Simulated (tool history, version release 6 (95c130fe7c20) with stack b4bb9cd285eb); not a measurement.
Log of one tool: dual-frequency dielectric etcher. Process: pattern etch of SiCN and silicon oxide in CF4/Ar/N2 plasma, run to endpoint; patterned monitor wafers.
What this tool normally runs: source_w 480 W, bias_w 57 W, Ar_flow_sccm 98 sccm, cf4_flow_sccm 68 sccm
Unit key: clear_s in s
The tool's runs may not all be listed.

run	hour	source_w	bias_w	Ar_flow_sccm	cf4_flow_sccm	incoming incoming film thickness, nm	clear_s
1	0	480	57	98	68	8.89	11.1
2	45.1	480	57	98	68	8.93	11.2
# hour 104.1: wet clean of the chamber
3	152	480	57	98	68	8.85	10.9
4	238.8	480	57	98	68	8.83	10.8
5	311.7	480	57	98	68	8.96	11.1
6	416	480	57	98	68	8.95	11.1
7	463.2	480	57	98	68	8.83	11.1
# hour 499.6: Ar flow controller replaced
8	533.3	480	57	98	68	8.95	11.5
# hour 550.8: bias power generator calibrated
# hour 635.5: wet clean of the chamber
9	636	410	57	98	68	8.94	13.5
10	854.2	480	57	98	79	8.98	11.1
# hour 889.2: CF4 flow controller replaced
11	948.3	480	57	98	68	8.97	11.5
# hour 954.4: source power generator calibrated
# hour 976.1: upper electrode replaced
12	1009.2	540	66	98	68	8.88	9.1
13	1065.3	480	57	98	68	8.87	11
# hour 1115.2: wet clean of the chamber
14	1122	480	57	98	68	8.97	10.8
15	1212.4	480	57	84	68	8.86	10.5
16	1285.1	480	57	76	68	8.82	10.3

What the log doesn't show, run by run:
bias power that arrives over what is set, %: 0 across all the runs
Ar flow that arrives over what is set, %: 0 across all the runs
CF4 flow that arrives over what is set, %: 0 across all the runs
H1: etch rate over this chamber's usual, %
H2: source power that arrives over what is set, %
run	H1	H2
1	-2.26	-0.851
2	-2.55	-0.941
3	-0.0955	-1.17
4	-0.643	-1.38
5	-1.1	-1.56
6	-1.76	-1.85
7	-2.06	-1.98
8	-2.5	-2.2
9	0.515	-2.52
10	-0.863	-3.3
11	-1.46	-3.66
12	-1.84	-0.163
13	-2.2	-0.173
14	0.273	-0.19
15	-0.298	-0.231
16	-0.756	-0.277

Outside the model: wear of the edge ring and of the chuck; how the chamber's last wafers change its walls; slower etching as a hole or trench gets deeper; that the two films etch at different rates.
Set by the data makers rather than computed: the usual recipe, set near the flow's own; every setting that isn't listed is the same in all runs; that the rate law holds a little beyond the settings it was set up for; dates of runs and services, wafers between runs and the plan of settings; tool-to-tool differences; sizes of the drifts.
